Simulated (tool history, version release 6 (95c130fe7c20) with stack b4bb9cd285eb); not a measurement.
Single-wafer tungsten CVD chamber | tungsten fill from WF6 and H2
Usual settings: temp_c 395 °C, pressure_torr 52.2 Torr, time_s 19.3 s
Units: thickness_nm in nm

run    hour  temp_c  pressure_torr  time_s  wafers since the last listed run  hours since the last thermocouple change  hours since the last manometer calibration  hours since the showerhead was replaced  hours since the gauge calibration  read-back reference wafer on the same gauge, thickness_nm  thickness_nm
  1       0     395           52.2    19.3                                 0                                     578.3                                       182.6                                   3503.7                             1428.3                                                     51.704         63.81
  2    38.3     391           56.8    19.3                              1000                                     616.6                                       220.9                                     3542                             1466.6                                                     51.614        63.189
  3    91.1     391           56.8    19.3                              1378                                     669.4                                       273.7                                   3594.8                             1519.4                                                     51.714        63.087
  4   148.1     391           56.8    19.3                              1488                                     726.4                                       330.7                                   3651.8                             1576.4                                                     51.647        62.597
  5   175.6     395           52.2    19.3                               718                                     753.9                                       358.2                                   3679.3                             1603.9                                                     51.706        64.285
  6   224.1     406           52.2    19.3                              1266                                     802.4                                       406.7                                   3727.8                             1652.4                                                      51.74        76.371
  7   277.5     406           52.2    19.3                              1394                                     855.8                                       460.1                                   3781.2                             1705.8                                                     51.637        76.414
  8   342.4     406           52.2    19.3                              1694                                     920.7                                         525                                   3846.1                             1770.7                                                     51.587        76.261
  9   380.2     395           52.2    19.3                               986                                     958.5                                       562.8                                   3883.9                             1808.5                                                     51.739        64.123
 10   414.7     395           52.2    19.3                               900                                       993                                       597.3                                   3918.4                               1843                                                     51.745        64.654
 11   477.3     395           52.2    19.3                              1634                                    1055.6                                       659.9                                     3981                             1905.6                                                     51.688        64.145
      503.5  -- gauge calibrated
 12   514.8     395           52.2    19.3                               979                                    1093.1                                       697.4                                   4018.5                               11.3                                                     51.718        64.293
      569.8  -- showerhead replaced
 13   570.3     395           52.2    19.3                              1240                                    1148.6                                       752.9                                      0.5                               66.8                                                      51.72        63.971
 14   630.4     395           52.2    19.3                              1569                                    1208.7                                         813                                     60.6                              126.9                                                     51.723        64.358
 15   654.8     395           52.2      17                               637                                    1233.1                                       837.4                                       85                              151.3                                                     51.681        56.216
 16   719.1     395           52.2    17.3                              1678                                    1297.4                                       901.7                                    149.3                              215.6                                                     51.725        57.556
 17   753.4     409           57.5    19.3                               895                                    1331.7                                         936                                    183.6                              249.9                                                     51.601        84.306
      772.3  -- capacitance manometer re-zeroed and calibrated
 18   817.1     380           52.2    19.3                              1454                                    1395.4                                        44.8                                    247.3                              313.6                                                     51.703        49.566
 19   869.6     395           64.5    19.3                              1370                                    1447.9                                        97.3                                    299.8                              366.1                                                     51.685        71.475
      895.1  -- thermocouple changed; heater temperature recalibrated
 20   921.5     383           41.5    22.4                              1146                                      26.4                                       149.2                                    351.7                                418                                                      51.75        53.359
 21   981.8     380           52.2    19.3                              1574                                      86.7                                       209.5                                      412                              478.3                                                      51.73        49.563
 22  1014.1     401           44.7    19.3                               843                                       119                                       241.8                                    444.3                              510.6                                                     51.709         65.07
 23  1046.7     407           41.9    21.3                               851                                     151.6                                       274.4                                    476.9                              543.2                                                     51.759        76.245
 24  1109.5     395           56.8    19.3                              1639                                     214.4                                       337.2                                    539.7                                606                                                     51.717        67.025
 25    1143     410           52.2    19.3                               874                                     247.9                                       370.7                                    573.2                              639.5                                                     51.639        82.185
 26  1208.8     395           52.2    19.3                              1718                                     313.7                                       436.5                                      639                              705.3                                                     51.629        64.275
 27  1276.1     395           52.2    19.3                              1757                                       381                                       503.8                                    706.3                              772.6                                                     51.676        64.247
 28  1343.1     384           45.5    15.9                              1749                                       448                                       570.8                                    773.3                              839.6                                                     51.738        40.591
 29    1388     395           64.5    19.3                              1172                                     492.9                                       615.7                                    818.2                              884.5                                                     51.753        72.049
 30  1451.2     395           52.2    19.3                              1650                                     556.1                                       678.9                                    881.4                              947.7                                                     51.607        64.538
 31  1492.4     387           58.3    19.3                              1075                                     597.3                                       720.1                                    922.6                              988.9                                                     51.721        59.144

What the log doesn't show, run by run:
wafer temperature above the value expected at the setpoint (K): 0 in every run
true pressure above the setpoint (%): 0 in every run
gauge reads high (%): 0 in every run

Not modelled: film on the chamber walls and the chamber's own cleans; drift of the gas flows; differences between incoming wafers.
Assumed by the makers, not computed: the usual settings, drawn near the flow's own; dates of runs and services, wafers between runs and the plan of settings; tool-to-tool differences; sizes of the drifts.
